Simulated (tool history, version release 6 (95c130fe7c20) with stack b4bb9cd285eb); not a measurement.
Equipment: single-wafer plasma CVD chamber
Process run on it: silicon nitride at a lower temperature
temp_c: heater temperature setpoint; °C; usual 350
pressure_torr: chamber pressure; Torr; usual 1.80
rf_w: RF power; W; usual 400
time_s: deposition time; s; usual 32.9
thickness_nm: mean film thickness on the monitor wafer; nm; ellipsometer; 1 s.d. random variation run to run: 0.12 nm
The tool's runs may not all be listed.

run,day,temp_c,pressure_torr,rf_w,time_s,"read-back reference wafer on the same gauge, thickness_nm",thickness_nm
1,0.000,350,1.80,400,32.9,41.346,45.650
2,0.504,350,1.80,400,32.9,41.289,45.391
3,1.042,350,1.80,400,32.9,41.313,45.585
4,1.742,350,1.59,400,32.9,41.278,43.399
5,2.142,350,1.59,400,32.9,41.277,43.368
6,2.671,355,2.00,400,32.9,41.306,46.932
# day 3.546: RF generator calibrated
7,3.567,350,1.97,400,27.8,41.315,41.077
# day 3.988: showerhead replaced
8,4.008,355,1.80,425,32.9,41.275,48.517
9,4.396,350,1.49,445,32.9,41.300,46.372
10,5.125,350,1.80,400,32.9,41.275,46.995
11,5.667,350,2.11,400,32.9,41.295,49.615
12,6.375,350,1.42,350,39.2,41.295,48.242
13,6.904,350,1.35,400,32.9,41.301,42.237
14,8.788,350,1.80,400,34.6,41.307,49.246
15,9.192,338,1.43,400,28.0,41.291,36.854
16,9.862,350,1.80,400,32.9,41.332,46.787
17,10.138,346,1.80,400,37.3,41.292,53.290
# day 10.300: gauge calibrated
18,10.767,350,1.66,400,29.5,41.305,41.085
19,11.158,354,1.48,400,30.7,41.262,40.704
# day 11.675: capacitance manometer re-zeroed and calibrated
20,11.696,341,1.80,400,32.9,41.307,48.154
21,12.012,364,1.93,375,32.9,41.300,47.161
22,12.454,350,1.59,400,32.9,41.274,45.874
23,13.067,350,1.42,350,39.2,41.290,49.049
24,13.671,350,1.80,400,32.9,41.329,48.019
25,15.758,350,1.80,400,32.9,41.312,48.085
26,16.204,341,1.50,400,32.9,41.313,45.044
27,18.075,355,2.00,360,37.0,41.289,52.804
28,18.629,350,1.93,400,32.9,41.320,49.153

Measured result minus the same run's result without the hidden state. Both carry the same run-to-run variation, though not necessarily the same gauge scatter:
The tool's hidden condition here consists of: wafer temperature above the value expected at the setpoint (K); delivered RF power above the setpoint (%); true pressure above the setpoint (%); gauge reads high (%).
run,thickness_nm
1,-2.708
2,-2.738
3,-2.800
4,-2.761
5,-2.796
6,-3.002
7,-0.951
8,-1.164
9,-1.187
10,-1.171
11,-1.191
12,-1.345
13,-1.201
14,-1.393
15,-1.126
16,-1.374
17,-1.581
18,-1.275
19,-1.319
20,-0.202
21,-0.204
22,-0.199
23,-0.230
24,-0.215
25,-0.236
26,-0.230
27,-0.301
28,-0.276

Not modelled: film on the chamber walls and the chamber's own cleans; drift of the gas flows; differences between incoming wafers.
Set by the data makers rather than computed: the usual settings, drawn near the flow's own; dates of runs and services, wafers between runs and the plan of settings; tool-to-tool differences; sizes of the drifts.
